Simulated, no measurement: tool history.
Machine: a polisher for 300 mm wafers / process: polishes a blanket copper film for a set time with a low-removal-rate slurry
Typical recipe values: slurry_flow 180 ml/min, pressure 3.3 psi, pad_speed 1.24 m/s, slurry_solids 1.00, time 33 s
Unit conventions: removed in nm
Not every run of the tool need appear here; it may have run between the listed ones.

run	hour	slurry_flow	pressure	pad_speed	slurry_solids	time	wafers since the last listed run	wafers polished on this pad	hours since the slurry nozzle was cleaned	hours since the head pressure was calibrated	hours since the slurry blender was calibrated	incoming thickness of the incoming film, nm	removed
1	0.0	180	3.3	1.24	1.00	33	0	2831	704.5	69.7	109.0	1159.4	119.7
# hour 27.3: slurry nozzle cleaned
# hour 89.8: worn pad replaced by a new one
2	209.3	180	3.3	1.24	1.00	33	2655	1552	182.0	279.0	318.3	1131.8	109.2
# hour 250.7: slurry blender recalibrated
3	264.8	180	3.3	1.24	1.00	33	695	2248	237.5	334.5	14.1	1158.4	127.8
4	317.0	180	3.3	1.24	1.00	36	678	2926	289.7	386.7	66.3	1123.6	137.2
5	386.5	180	3.3	1.24	1.00	36	903	3830	359.2	456.2	135.8	1151.8	129.1
6	422.0	180	3.3	1.24	1.00	36	461	4291	394.7	491.7	171.3	1128.2	126.6
# hour 444.7: worn pad replaced by a new one
7	490.2	180	3.3	1.24	1.00	33	834	591	462.9	559.9	239.5	1123.8	117.9
8	532.1	180	3.3	1.24	1.00	33	544	1136	504.8	601.8	281.4	1151.7	113.1
# hour 556.9: slurry blender recalibrated
9	571.3	180	3.3	1.24	1.00	33	483	1619	544.0	641.0	14.4	1160.8	128.2
10	612.7	180	3.3	1.24	1.00	33	538	2157	585.4	682.4	55.8	1122.4	126.7
11	672.6	180	3.3	1.24	1.00	33	778	2936	645.3	742.3	115.7	1144.1	118.4
12	731.0	180	3.3	1.24	1.00	33	759	3695	703.7	800.7	174.1	1139.0	115.4
# hour 775.6: worn pad replaced by a new one
13	798.7	180	3.3	1.24	1.00	33	827	299	771.4	868.4	241.8	1153.8	123.4
14	845.3	145	2.9	1.24	1.00	33	605	905	818.0	915.0	288.4	1134.2	95.4
15	876.4	130	3.3	1.24	0.85	33	404	1309	849.1	946.1	319.5	1138.8	99.7

What does the tool deliver on the next run?
# hour 885.6: slurry nozzle cleaned
# hour 890.3: head pressure recalibrated
16	915.6	180	3.3	1.24	1.00	33	470	1780	30.0	25.3	358.7	1138.6	?

{"run 16": {"removed": 105.3}}
With the hidden condition absent and the run-to-run variation left alone, this run would have shown removed 144.6 nm.
